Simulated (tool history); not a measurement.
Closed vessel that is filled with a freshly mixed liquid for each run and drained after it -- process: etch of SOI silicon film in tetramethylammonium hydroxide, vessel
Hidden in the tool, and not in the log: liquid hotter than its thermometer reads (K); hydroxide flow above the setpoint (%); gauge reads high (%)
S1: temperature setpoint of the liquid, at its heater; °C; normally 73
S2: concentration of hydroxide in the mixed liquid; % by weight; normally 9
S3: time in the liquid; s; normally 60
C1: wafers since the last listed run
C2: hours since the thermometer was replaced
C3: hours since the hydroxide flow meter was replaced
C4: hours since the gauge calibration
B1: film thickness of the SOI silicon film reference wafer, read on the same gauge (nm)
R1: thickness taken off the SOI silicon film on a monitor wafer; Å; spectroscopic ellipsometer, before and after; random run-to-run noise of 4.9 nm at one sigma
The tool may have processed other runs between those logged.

run	hour	S1	S2	S3	C1	C2	C3	C4	B1	R1
1	0	73	9	60	0	1887.7	536.7	165.3	140.02	5354.8
2	97.6	73	9	60	7388	1985.3	634.3	262.9	139.99	5223.8
3	178.5	73	9	60	6124	2066.2	715.2	343.8	139.99	5306.3
4	267.8	73	9	60	6760	2155.5	804.5	433.1	140.01	5258
5	363.8	73	9	60	7267	2251.5	900.5	529.1	139.98	5215.7
6	468.2	73	9	60	7903	2355.9	1004.9	633.5	139.98	5174.1
# hour 542.9: hydroxide flow meter replaced
7	543.8	73	9	60	5647	2431.5	0.9	709.1	139.99	5497.1
8	583.9	73	7.5	60	3035	2471.6	41	749.2	140.01	5783.9
9	650.9	73	7.5	60	5072	2538.6	108	816.2	140.01	5781.3
10	752	73	9	60	7653	2639.7	209.1	917.3	140.01	5479.3
11	842.1	73	9	85	6821	2729.8	299.2	1007.4	140	7694.2
12	894.1	70	9	80	3936	2781.8	351.2	1059.4	140.01	6047.4
# hour 960.6: gauge calibrated
# hour 973.1: thermometer replaced
13	977.5	66	8	75	6238	4.4	434.6	16.9	140.01	4564
14	1065.5	75	9	60	6662	92.4	522.6	104.9	140.01	6052.6
15	1104.5	66.5	9	60	2952	131.4	561.6	143.9	140	3606.5
16	1183.7	68.5	9.5	80	5995	210.6	640.8	223.1	139.99	5311.5
17	1277	73	9	60	7063	303.9	734.1	316.4	140.01	5213.5
18	1337.8	73	9	90	4602	364.7	794.9	377.2	139.98	7912.7
# hour 1348.3: hydroxide flow meter replaced
19	1401	73	10	75	4708	427.9	52.7	440.4	140	6513.5
20	1465.5	73	9	60	4883	492.4	117.2	504.9	140.01	5420.3
21	1509.6	77	7.5	30	3338	536.5	161.3	549	139.99	3614.2

Entry by entry between the runs, the difference in hidden state between the last listed run before and the first listed run after:
After run 6, before run 7: hydroxide flow meter replaced (hour 542.9)
  hydroxide flow above the setpoint (%): 12.9 -> 0.886
  what was measured, less what the result would be without the hidden state, R1: -245.7 -> -17.9 Å
After run 12, before run 13: gauge calibrated (hour 960.6); thermometer replaced (hour 973.1)
  hydroxide flow above the setpoint (%): 5.36 -> 6.42
  what was measured, less what the result would be without the hidden state, R1: -120.2 -> -93 Å
After run 18, before run 19: hydroxide flow meter replaced (hour 1348.3)
  hydroxide flow above the setpoint (%): 11 -> 0.97
  what was measured, less what the result would be without the hidden state, R1: -330.6 -> -20.1 Å
